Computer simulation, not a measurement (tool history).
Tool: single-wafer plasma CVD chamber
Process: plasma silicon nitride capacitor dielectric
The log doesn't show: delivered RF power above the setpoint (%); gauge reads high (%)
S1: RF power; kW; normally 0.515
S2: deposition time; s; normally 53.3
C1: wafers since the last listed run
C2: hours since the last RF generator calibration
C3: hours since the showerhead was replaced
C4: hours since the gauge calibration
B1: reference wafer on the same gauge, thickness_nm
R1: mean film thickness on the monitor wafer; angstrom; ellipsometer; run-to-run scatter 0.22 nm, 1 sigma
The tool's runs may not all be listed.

{"run": 1, "hour": 0.0, "S1": 0.515, "S2": 53.3, "C1": 0, "C2": 1183.4, "C3": 2363.4, "C4": 929.2, "B1": 86.158, "R1": 815.09}
{"run": 2, "hour": 29.2, "S1": 0.515, "S2": 53.3, "C1": 731, "C2": 1212.6, "C3": 2392.6, "C4": 958.4, "B1": 86.235, "R1": 816.49}
{"run": 3, "hour": 57.1, "S1": 0.515, "S2": 53.3, "C1": 698, "C2": 1240.5, "C3": 2420.5, "C4": 986.3, "B1": 86.21, "R1": 815.22}
{"run": 4, "hour": 93.1, "S1": 0.515, "S2": 48.4, "C1": 901, "C2": 1276.5, "C3": 2456.5, "C4": 1022.3, "B1": 86.124, "R1": 740.7}
{"run": 5, "hour": 164.4, "S1": 0.485, "S2": 53.3, "C1": 1785, "C2": 1347.8, "C3": 2527.8, "C4": 1093.6, "B1": 86.101, "R1": 796.96}
{"run": 6, "hour": 197.6, "S1": 0.515, "S2": 53.3, "C1": 831, "C2": 1381, "C3": 2561, "C4": 1126.8, "B1": 86.226, "R1": 820.01}
{"run": 7, "hour": 225.9, "S1": 0.515, "S2": 53.3, "C1": 708, "C2": 1409.3, "C3": 2589.3, "C4": 1155.1, "B1": 86.114, "R1": 813.29}
{"run": 8, "hour": 266.6, "S1": 0.515, "S2": 53.3, "C1": 1019, "C2": 1450, "C3": 2630, "C4": 1195.8, "B1": 86.251, "R1": 815.91}
{"run": 9, "hour": 305.3, "S1": 0.515, "S2": 53.3, "C1": 969, "C2": 1488.7, "C3": 2668.7, "C4": 1234.5, "B1": 86.251, "R1": 814.41}
{"run": 10, "hour": 355.7, "S1": 0.515, "S2": 53.3, "C1": 1262, "C2": 1539.1, "C3": 2719.1, "C4": 1284.9, "B1": 86.283, "R1": 820.84}
{"run": 11, "hour": 421.7, "S1": 0.515, "S2": 53.3, "C1": 1652, "C2": 1605.1, "C3": 2785.1, "C4": 1350.9, "B1": 86.157, "R1": 813.41}
{"run": 12, "hour": 479.0, "S1": 0.515, "S2": 48.1, "C1": 1434, "C2": 1662.4, "C3": 2842.4, "C4": 1408.2, "B1": 86.113, "R1": 736.09}
{"run": 13, "hour": 532.9, "S1": 0.515, "S2": 48.1, "C1": 1349, "C2": 1716.3, "C3": 2896.3, "C4": 1462.1, "B1": 86.196, "R1": 733.63}
{"run": 14, "hour": 557.9, "S1": 0.515, "S2": 48.1, "C1": 626, "C2": 1741.3, "C3": 2921.3, "C4": 1487.1, "B1": 86.312, "R1": 734.47}
{"run": 15, "hour": 601.8, "S1": 0.515, "S2": 53.3, "C1": 1099, "C2": 1785.2, "C3": 2965.2, "C4": 1531, "B1": 86.13, "R1": 817.83}
{"run": 16, "hour": 658.8, "S1": 0.515, "S2": 53.3, "C1": 1427, "C2": 1842.2, "C3": 3022.2, "C4": 1588, "B1": 86.181, "R1": 814.61}
{"run": 17, "hour": 713.0, "S1": 0.515, "S2": 53.3, "C1": 1357, "C2": 1896.4, "C3": 3076.4, "C4": 1642.2, "B1": 86.222, "R1": 818.07}
{"run": 18, "hour": 778.5, "S1": 0.515, "S2": 53.3, "C1": 1640, "C2": 1961.9, "C3": 3141.9, "C4": 1707.7, "B1": 86.174, "R1": 816.92}
{"hour": 830.5, "done": "gauge calibrated"}
{"run": 19, "hour": 953.9, "S1": 0.515, "S2": 61.3, "C1": 4392, "C2": 2137.3, "C3": 3317.3, "C4": 123.4, "B1": 86.13, "R1": 936.01}
{"run": 20, "hour": 978.3, "S1": 0.56, "S2": 45.4, "C1": 611, "C2": 2161.7, "C3": 3341.7, "C4": 147.8, "B1": 86.156, "R1": 717.2}
{"hour": 1011.2, "done": "RF generator calibrated"}
{"run": 21, "hour": 1012.5, "S1": 0.465, "S2": 46.9, "C1": 656, "C2": 1.3, "C3": 3375.9, "C4": 182, "B1": 86.282, "R1": 691.4}
{"run": 22, "hour": 1083.8, "S1": 0.54, "S2": 46.1, "C1": 1785, "C2": 72.6, "C3": 3447.2, "C4": 253.3, "B1": 86.259, "R1": 718.32}
{"run": 23, "hour": 1133.0, "S1": 0.57, "S2": 43.5, "C1": 1232, "C2": 121.8, "C3": 3496.4, "C4": 302.5, "B1": 86.23, "R1": 687.89}
{"run": 24, "hour": 1162.2, "S1": 0.61, "S2": 53.3, "C1": 731, "C2": 151, "C3": 3525.6, "C4": 331.7, "B1": 86.267, "R1": 866.85}
{"run": 25, "hour": 1220.2, "S1": 0.45, "S2": 49.3, "C1": 1452, "C2": 209, "C3": 3583.6, "C4": 389.7, "B1": 86.172, "R1": 717.6}
{"run": 26, "hour": 1256.2, "S1": 0.515, "S2": 53.3, "C1": 901, "C2": 245, "C3": 3619.6, "C4": 425.7, "B1": 86.274, "R1": 819.65}
{"run": 27, "hour": 1302.2, "S1": 0.595, "S2": 61.9, "C1": 1151, "C2": 291, "C3": 3665.6, "C4": 471.7, "B1": 86.23, "R1": 993.56}
{"run": 28, "hour": 1366.4, "S1": 0.47, "S2": 43.1, "C1": 1607, "C2": 355.2, "C3": 3729.8, "C4": 535.9, "B1": 86.203, "R1": 638.67}
{"run": 29, "hour": 1402.6, "S1": 0.47, "S2": 61.4, "C1": 906, "C2": 391.4, "C3": 3766, "C4": 572.1, "B1": 86.26, "R1": 907.2}
{"hour": 1432.2, "done": "showerhead replaced"}
{"run": 30, "hour": 1454.7, "S1": 0.515, "S2": 53.3, "C1": 1104, "C2": 443.5, "C3": 22.5, "C4": 624.2, "B1": 86.266, "R1": 815.58}
{"run": 31, "hour": 1511.9, "S1": 0.56, "S2": 47.3, "C1": 1432, "C2": 500.7, "C3": 79.7, "C4": 681.4, "B1": 86.256, "R1": 745.09}
{"run": 32, "hour": 1575.3, "S1": 0.515, "S2": 58.6, "C1": 1587, "C2": 564.1, "C3": 143.1, "C4": 744.8, "B1": 86.104, "R1": 895.92}
{"run": 33, "hour": 1613.6, "S1": 0.515, "S2": 48, "C1": 959, "C2": 602.4, "C3": 181.4, "C4": 783.1, "B1": 86.158, "R1": 734.1}
{"run": 34, "hour": 1659.7, "S1": 0.455, "S2": 60, "C1": 1154, "C2": 648.5, "C3": 227.5, "C4": 829.2, "B1": 86.082, "R1": 878.88}
{"run": 35, "hour": 1717.4, "S1": 0.515, "S2": 53.3, "C1": 1444, "C2": 706.2, "C3": 285.2, "C4": 886.9, "B1": 86.216, "R1": 815.35}
{"run": 36, "hour": 1748.9, "S1": 0.515, "S2": 53.3, "C1": 788, "C2": 737.7, "C3": 316.7, "C4": 918.4, "B1": 86.255, "R1": 813.88}
{"run": 37, "hour": 1799.3, "S1": 0.515, "S2": 56.3, "C1": 1262, "C2": 788.1, "C3": 367.1, "C4": 968.8, "B1": 86.136, "R1": 858.37}
{"run": 38, "hour": 1867.7, "S1": 0.515, "S2": 60.2, "C1": 1712, "C2": 856.5, "C3": 435.5, "C4": 1037.2, "B1": 86.215, "R1": 924.04}

Predict each of these 3 candidate next runs independently; none follows another, all start after run 38:
{"run": "A", "hour": 1868.1, "S1": 0.515, "S2": 53.3, "C1": 10, "C2": 856.9, "C3": 435.9, "C4": 1037.6, "B1": "?", "R1": "?"}
{"run": "B", "hour": 1868.1, "S1": 0.425, "S2": 48.4, "C1": 10, "C2": 856.9, "C3": 435.9, "C4": 1037.6, "B1": "?", "R1": "?"}
{"run": "C", "hour": 1868.1, "S1": 0.585, "S2": 44, "C1": 10, "C2": 856.9, "C3": 435.9, "C4": 1037.6, "B1": "?", "R1": "?"}

run=A B1=86.276 R1=816.34
run=B B1=86.276 R1=693.16
run=C B1=86.276 R1=703.85
Stripped of hidden state, with their random variation kept, the same runs would have yielded:
run=A R1=816.34
run=B R1=693.16
run=C R1=703.85

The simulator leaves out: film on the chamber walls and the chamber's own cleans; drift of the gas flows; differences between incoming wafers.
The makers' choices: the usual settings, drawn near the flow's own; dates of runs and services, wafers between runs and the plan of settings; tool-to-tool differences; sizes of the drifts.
